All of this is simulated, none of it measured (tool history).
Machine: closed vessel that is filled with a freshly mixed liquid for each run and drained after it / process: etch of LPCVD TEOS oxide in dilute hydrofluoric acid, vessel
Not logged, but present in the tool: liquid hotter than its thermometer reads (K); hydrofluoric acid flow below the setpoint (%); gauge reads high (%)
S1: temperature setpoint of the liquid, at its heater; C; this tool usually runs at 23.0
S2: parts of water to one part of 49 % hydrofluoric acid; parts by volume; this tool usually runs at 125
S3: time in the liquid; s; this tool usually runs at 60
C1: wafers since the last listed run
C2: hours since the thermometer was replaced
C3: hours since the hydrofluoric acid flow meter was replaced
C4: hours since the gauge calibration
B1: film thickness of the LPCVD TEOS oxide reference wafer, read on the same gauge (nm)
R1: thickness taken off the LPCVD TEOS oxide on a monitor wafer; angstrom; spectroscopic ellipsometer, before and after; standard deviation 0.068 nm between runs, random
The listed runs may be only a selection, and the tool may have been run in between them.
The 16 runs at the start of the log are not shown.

run 17 hour=834.1 | S1=23.0 S2=125 S3=60 | C1=2472 C2=297.5 C3=747.4 C4=2136.2 | B1=59.96 | R1=103.2
run 18 hour=899.3 | S1=27.0 S2=150 S3=70 | C1=4334 C2=362.7 C3=812.6 C4=2201.4 | B1=59.98 | R1=113.2
run 19 hour=958.5 | S1=21.0 S2=145 S3=75 | C1=3935 C2=421.9 C3=871.8 C4=2260.6 | B1=59.97 | R1=101.3
-- hour=967.4 hydrofluoric acid flow meter replaced
run 20 hour=983.1 | S1=27.0 S2=125 S3=90 | C1=1568 C2=446.5 C3=15.7 C4=2285.2 | B1=60.02 | R1=180.6
run 21 hour=1037.5 | S1=26.0 S2=175 S3=80 | C1=3616 C2=500.9 C3=70.1 C4=2339.6 | B1=60.00 | R1=105.4
run 22 hour=1087.7 | S1=19.5 S2=125 S3=75 | C1=3337 C2=551.1 C3=120.3 C4=2389.8 | B1=60.03 | R1=112.5
run 23 hour=1152.1 | S1=21.5 S2=90 S3=60 | C1=4281 C2=615.5 C3=184.7 C4=2454.2 | B1=59.99 | R1=143.6
-- hour=1178.1 gauge calibrated
run 24 hour=1203.9 | S1=25.5 S2=125 S3=95 | C1=3443 C2=667.3 C3=236.5 C4=25.8 | B1=60.00 | R1=182.5
run 25 hour=1257.8 | S1=21.5 S2=125 S3=60 | C1=3583 C2=721.2 C3=290.4 C4=79.7 | B1=60.02 | R1=98.3
run 26 hour=1327.6 | S1=26.0 S2=170 S3=85 | C1=4640 C2=791.0 C3=360.2 C4=149.5 | B1=60.00 | R1=115.2
run 27 hour=1358.0 | S1=23.0 S2=125 S3=60 | C1=2020 C2=821.4 C3=390.6 C4=179.9 | B1=60.00 | R1=104.5
run 28 hour=1382.5 | S1=23.0 S2=125 S3=60 | C1=1628 C2=845.9 C3=415.1 C4=204.4 | B1=60.02 | R1=105.1
run 29 hour=1444.5 | S1=25.0 S2=70 S3=60 | C1=4121 C2=907.9 C3=477.1 C4=266.4 | B1=59.98 | R1=217.1
run 30 hour=1505.1 | S1=18.5 S2=170 S3=95 | C1=4028 C2=968.5 C3=537.7 C4=327.0 | B1=60.00 | R1=96.6
run 31 hour=1542.9 | S1=18.0 S2=110 S3=30 | C1=2512 C2=1006.3 C3=575.5 C4=364.8 | B1=60.01 | R1=50.5
run 32 hour=1583.1 | S1=23.0 S2=125 S3=45 | C1=2672 C2=1046.5 C3=615.7 C4=405.0 | B1=59.98 | R1=79.2
run 33 hour=1650.8 | S1=23.0 S2=125 S3=35 | C1=4500 C2=1114.2 C3=683.4 C4=472.7 | B1=60.00 | R1=60.8
run 34 hour=1683.3 | S1=20.0 S2=125 S3=60 | C1=2160 C2=1146.7 C3=715.9 C4=505.2 | B1=60.00 | R1=92.5

Here are 3 independent what-if runs from the current tool condition. What would each one return?
run A hour=1684.0 | S1=23.0 S2=125 S3=60 | C1=46 C2=1147.4 C3=716.6 C4=505.9 | B1=? | R1=?
run B hour=1684.0 | S1=26.0 S2=170 S3=40 | C1=46 C2=1147.4 C3=716.6 C4=505.9 | B1=? | R1=?
run C hour=1684.0 | S1=27.0 S2=100 S3=70 | C1=46 C2=1147.4 C3=716.6 C4=505.9 | B1=? | R1=?

run=A B1=59.98 R1=106.1
run=B B1=59.98 R1=55.2
run=C B1=59.98 R1=186.4
What these runs would have given with no unlogged condition in the tool:
run=A R1=102.2
run=B R1=53.3
run=C R1=179.6

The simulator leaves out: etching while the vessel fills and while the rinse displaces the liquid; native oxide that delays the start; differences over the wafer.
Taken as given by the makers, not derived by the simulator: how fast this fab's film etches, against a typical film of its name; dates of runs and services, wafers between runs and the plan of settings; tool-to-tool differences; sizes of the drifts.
